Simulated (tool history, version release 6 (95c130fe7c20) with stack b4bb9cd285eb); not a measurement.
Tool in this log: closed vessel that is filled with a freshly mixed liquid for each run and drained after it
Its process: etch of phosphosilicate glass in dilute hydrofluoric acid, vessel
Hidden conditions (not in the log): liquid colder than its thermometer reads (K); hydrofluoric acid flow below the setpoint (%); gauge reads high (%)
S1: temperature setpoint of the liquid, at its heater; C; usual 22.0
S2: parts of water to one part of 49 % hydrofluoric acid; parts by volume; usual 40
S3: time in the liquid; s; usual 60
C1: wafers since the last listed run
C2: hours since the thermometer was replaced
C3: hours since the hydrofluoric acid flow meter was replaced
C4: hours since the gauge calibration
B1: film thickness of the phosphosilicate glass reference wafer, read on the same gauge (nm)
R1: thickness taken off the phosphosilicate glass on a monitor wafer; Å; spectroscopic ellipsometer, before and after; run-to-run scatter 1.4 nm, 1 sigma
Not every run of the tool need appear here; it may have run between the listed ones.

{"run": 1, "hour": 0.0, "S1": 24.0, "S2": 40, "S3": 35, "C1": 0, "C2": 507.8, "C3": 1809.4, "C4": 874.7, "B1": 150.01, "R1": 962.0}
{"run": 2, "hour": 49.5, "S1": 24.0, "S2": 40, "S3": 35, "C1": 6034, "C2": 557.3, "C3": 1858.9, "C4": 924.2, "B1": 149.99, "R1": 953.5}
{"hour": 101.2, "done": "hydrofluoric acid flow meter replaced"}
{"run": 3, "hour": 155.4, "S1": 24.0, "S2": 40, "S3": 35, "C1": 12787, "C2": 663.2, "C3": 54.2, "C4": 1030.1, "B1": 149.98, "R1": 1059.1}
{"run": 4, "hour": 261.9, "S1": 22.0, "S2": 30, "S3": 60, "C1": 12982, "C2": 769.7, "C3": 160.7, "C4": 1136.6, "B1": 150.02, "R1": 2251.9}
{"run": 5, "hour": 362.1, "S1": 22.0, "S2": 30, "S3": 60, "C1": 12214, "C2": 869.9, "C3": 260.9, "C4": 1236.8, "B1": 150.0, "R1": 2238.4}
{"run": 6, "hour": 434.9, "S1": 22.0, "S2": 40, "S3": 60, "C1": 8874, "C2": 942.7, "C3": 333.7, "C4": 1309.6, "B1": 150.0, "R1": 1642.2}
{"run": 7, "hour": 496.0, "S1": 22.0, "S2": 40, "S3": 60, "C1": 7448, "C2": 1003.8, "C3": 394.8, "C4": 1370.7, "B1": 149.99, "R1": 1645.9}
{"run": 8, "hour": 547.8, "S1": 22.0, "S2": 40, "S3": 60, "C1": 6314, "C2": 1055.6, "C3": 446.6, "C4": 1422.5, "B1": 149.98, "R1": 1645.5}
{"run": 9, "hour": 643.6, "S1": 22.0, "S2": 40, "S3": 50, "C1": 11678, "C2": 1151.4, "C3": 542.4, "C4": 1518.3, "B1": 150.01, "R1": 1353.2}
{"run": 10, "hour": 716.1, "S1": 22.0, "S2": 40, "S3": 50, "C1": 8838, "C2": 1223.9, "C3": 614.9, "C4": 1590.8, "B1": 150.01, "R1": 1356.7}
{"run": 11, "hour": 764.6, "S1": 22.0, "S2": 40, "S3": 60, "C1": 5912, "C2": 1272.4, "C3": 663.4, "C4": 1639.3, "B1": 150.02, "R1": 1624.4}
{"run": 12, "hour": 842.8, "S1": 22.0, "S2": 40, "S3": 60, "C1": 9533, "C2": 1350.6, "C3": 741.6, "C4": 1717.5, "B1": 150.01, "R1": 1608.4}
{"run": 13, "hour": 917.2, "S1": 22.0, "S2": 40, "S3": 60, "C1": 9069, "C2": 1425.0, "C3": 816.0, "C4": 1791.9, "B1": 150.0, "R1": 1615.3}
{"run": 14, "hour": 1008.4, "S1": 22.0, "S2": 40, "S3": 60, "C1": 11117, "C2": 1516.2, "C3": 907.2, "C4": 1883.1, "B1": 150.03, "R1": 1598.9}
{"run": 15, "hour": 1067.3, "S1": 22.0, "S2": 40, "S3": 60, "C1": 7180, "C2": 1575.1, "C3": 966.1, "C4": 1942.0, "B1": 149.99, "R1": 1590.5}
{"run": 16, "hour": 1131.5, "S1": 22.0, "S2": 55, "S3": 60, "C1": 7826, "C2": 1639.3, "C3": 1030.3, "C4": 2006.2, "B1": 150.01, "R1": 1137.2}
{"run": 17, "hour": 1186.1, "S1": 22.0, "S2": 30, "S3": 60, "C1": 6656, "C2": 1693.9, "C3": 1084.9, "C4": 2060.8, "B1": 150.02, "R1": 2137.7}
{"run": 18, "hour": 1262.1, "S1": 23.5, "S2": 55, "S3": 40, "C1": 9264, "C2": 1769.9, "C3": 1160.9, "C4": 2136.8, "B1": 150.01, "R1": 789.4}
{"run": 19, "hour": 1303.3, "S1": 26.5, "S2": 60, "S3": 30, "C1": 5022, "C2": 1811.1, "C3": 1202.1, "C4": 2178.0, "B1": 150.0, "R1": 621.6}
{"hour": 1358.0, "done": "gauge calibrated"}
{"run": 20, "hour": 1375.7, "S1": 22.0, "S2": 40, "S3": 60, "C1": 8825, "C2": 1883.5, "C3": 1274.5, "C4": 17.7, "B1": 150.01, "R1": 1583.9}
{"hour": 1603.2, "done": "thermometer replaced"}
{"hour": 1606.2, "done": "hydrofluoric acid flow meter replaced"}
{"run": 21, "hour": 1616.2, "S1": 22.0, "S2": 40, "S3": 60, "C1": 29074, "C2": 13.0, "C3": 10.0, "C4": 258.2, "B1": 150.01, "R1": 1465.3}
{"run": 22, "hour": 1815.9, "S1": 26.5, "S2": 20, "S3": 40, "C1": 24344, "C2": 212.7, "C3": 209.7, "C4": 457.9, "B1": 150.0, "R1": 2367.9}
{"run": 23, "hour": 1877.6, "S1": 25.0, "S2": 20, "S3": 35, "C1": 7521, "C2": 274.4, "C3": 271.4, "C4": 519.6, "B1": 150.0, "R1": 1940.7}
{"run": 24, "hour": 1960.5, "S1": 22.0, "S2": 25, "S3": 90, "C1": 10105, "C2": 357.3, "C3": 354.3, "C4": 602.5, "B1": 150.0, "R1": 3474.5}
{"run": 25, "hour": 2026.9, "S1": 24.5, "S2": 40, "S3": 30, "C1": 8094, "C2": 423.7, "C3": 420.7, "C4": 668.9, "B1": 150.0, "R1": 785.8}
{"run": 26, "hour": 2091.7, "S1": 19.0, "S2": 50, "S3": 30, "C1": 7899, "C2": 488.5, "C3": 485.5, "C4": 733.7, "B1": 150.01, "R1": 485.7}
{"run": 27, "hour": 2145.6, "S1": 22.0, "S2": 40, "S3": 60, "C1": 6570, "C2": 542.4, "C3": 539.4, "C4": 787.6, "B1": 150.0, "R1": 1412.6}
{"run": 28, "hour": 2212.5, "S1": 22.0, "S2": 40, "S3": 60, "C1": 8155, "C2": 609.3, "C3": 606.3, "C4": 854.5, "B1": 150.0, "R1": 1391.8}
{"run": 29, "hour": 2250.1, "S1": 22.0, "S2": 40, "S3": 60, "C1": 4583, "C2": 646.9, "C3": 643.9, "C4": 892.1, "B1": 150.03, "R1": 1402.0}
{"hour": 2263.0, "done": "hydrofluoric acid flow meter replaced, repeated, since the last time left the tool worse"}
{"run": 30, "hour": 2353.9, "S1": 19.5, "S2": 30, "S3": 90, "C1": 12531, "C2": 750.7, "C3": 90.9, "C4": 995.9, "B1": 149.99, "R1": 2990.8}
{"run": 31, "hour": 2390.2, "S1": 22.0, "S2": 40, "S3": 85, "C1": 4425, "C2": 787.0, "C3": 127.2, "C4": 1032.2, "B1": 149.98, "R1": 2334.9}
{"run": 32, "hour": 2479.6, "S1": 22.0, "S2": 25, "S3": 60, "C1": 10898, "C2": 876.4, "C3": 216.6, "C4": 1121.6, "B1": 149.98, "R1": 2692.7}

Each run again, without the hidden state but with its own random variation kept:
run=1 R1=1056.7
run=2 R1=1050.2
run=3 R1=1062.7
run=4 R1=2271.4
run=5 R1=2268.7
run=6 R1=1670.7
run=7 R1=1679.2
run=8 R1=1683.1
run=9 R1=1390.9
run=10 R1=1399.5
run=11 R1=1679.6
run=12 R1=1669.4
run=13 R1=1682.9
run=14 R1=1673.5
run=15 R1=1669.7
run=16 R1=1198.8
run=17 R1=2256.3
run=18 R1=837.8
run=19 R1=661.7
run=20 R1=1689.1
run=21 R1=1690.6
run=22 R1=2753.6
run=23 R1=2263.4
run=24 R1=4074.2
run=25 R1=928.3
run=26 R1=576.3
run=27 R1=1679.2
run=28 R1=1660.8
run=29 R1=1676.4
run=30 R1=3040.4
run=31 R1=2378.5
run=32 R1=2753.9
